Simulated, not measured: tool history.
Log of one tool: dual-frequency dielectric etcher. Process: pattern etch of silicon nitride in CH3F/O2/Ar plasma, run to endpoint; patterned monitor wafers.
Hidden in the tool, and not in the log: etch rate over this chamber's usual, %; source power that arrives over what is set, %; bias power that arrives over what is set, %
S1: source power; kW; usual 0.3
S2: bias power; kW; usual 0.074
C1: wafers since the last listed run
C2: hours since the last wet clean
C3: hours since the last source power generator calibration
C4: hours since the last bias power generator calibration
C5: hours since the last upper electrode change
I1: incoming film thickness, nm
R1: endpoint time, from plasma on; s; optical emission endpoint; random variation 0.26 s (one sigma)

run	day	S1	S2	C1	C2	C3	C4	C5	I1	R1
1	0	0.33	0.074	0	268.5	3386.3	3528.4	3829.8	57.9	86.7
2	2.65	0.3	0.074	395	332.1	3449.9	3592	3893.4	57.6	88.5
# day 5.717: wet clean of the chamber
3	5.738	0.3	0.074	311	0.5	3524	3666.1	3967.5	57.8	86.4
4	9.5	0.3	0.074	561	90.8	3614.3	3756.4	4057.8	57.9	87.8
5	11.842	0.3	0.074	349	147	3670.5	3812.6	4114	57.5	87.6
6	16.079	0.3	0.074	632	248.7	3772.2	3914.3	4215.7	57.8	88.8
7	18.1	0.3	0.074	301	297.2	3820.7	3962.8	4264.2	57.6	89
# day 20.142: wet clean of the chamber
8	20.262	0.3	0.074	173	2.9	3872.6	4014.7	4316.1	58	87.5
9	23.079	0.37	0.086	420	70.5	3940.2	4082.3	4383.7	58.2	78.1
10	26.617	0.33	0.063	527	155.4	4025.1	4167.2	4468.6	57.8	93.6
# day 27.792: upper electrode replaced
11	28.196	0.38	0.063	86	193.3	4063	4205.1	9.7	57.3	90.2
# day 31.35: bias power generator calibrated
12	31.371	0.3	0.074	448	269.5	4139.2	0.5	85.9	57.7	89.1
# day 32.842: source power generator calibrated
13	35.617	0.23	0.061	608	371.4	66.6	102.4	187.8	57.8	104.8
# day 38.162: wet clean of the chamber
14	39.788	0.23	0.065	472	39	166.7	202.5	287.9	57.7	98.6
15	44.454	0.3	0.056	696	151	278.7	314.5	399.9	57.6	101.4
16	46.092	0.23	0.06	244	190.3	318	353.8	439.2	57.8	104.7

How the hidden state differs across the entries between the runs, from the last listed run before each to the first after it:
Between runs 2 and 3: wet clean of the chamber (day 5.717)
  etch rate over this chamber's usual, %: -2.63 -> -0.148
  measured less the result without the state, R1: +2.4 -> +0.1 s
Between runs 7 and 8: wet clean of the chamber (day 20.142)
  etch rate over this chamber's usual, %: -2.59 -> -0.293
  measured less the result without the state, R1: +2.3 -> +0.2 s
Between runs 10 and 11: upper electrode replaced (day 27.792)
  etch rate over this chamber's usual, %: -1.55 -> -1.86
  measured less the result without the state, R1: +1.5 -> +1.7 s
Between runs 11 and 12: bias power generator calibrated (day 31.35)
  etch rate over this chamber's usual, %: -1.86 -> -2.49
  measured less the result without the state, R1: +1.7 -> +2.2 s
Between runs 12 and 13: source power generator calibrated (day 32.842)
  etch rate over this chamber's usual, %: -2.49 -> -3.33
  measured less the result without the state, R1: +2.2 -> +3.5 s
Between runs 13 and 14: wet clean of the chamber (day 38.162)
  etch rate over this chamber's usual, %: -3.33 -> -0.726
  measured less the result without the state, R1: +3.5 -> +0.8 s
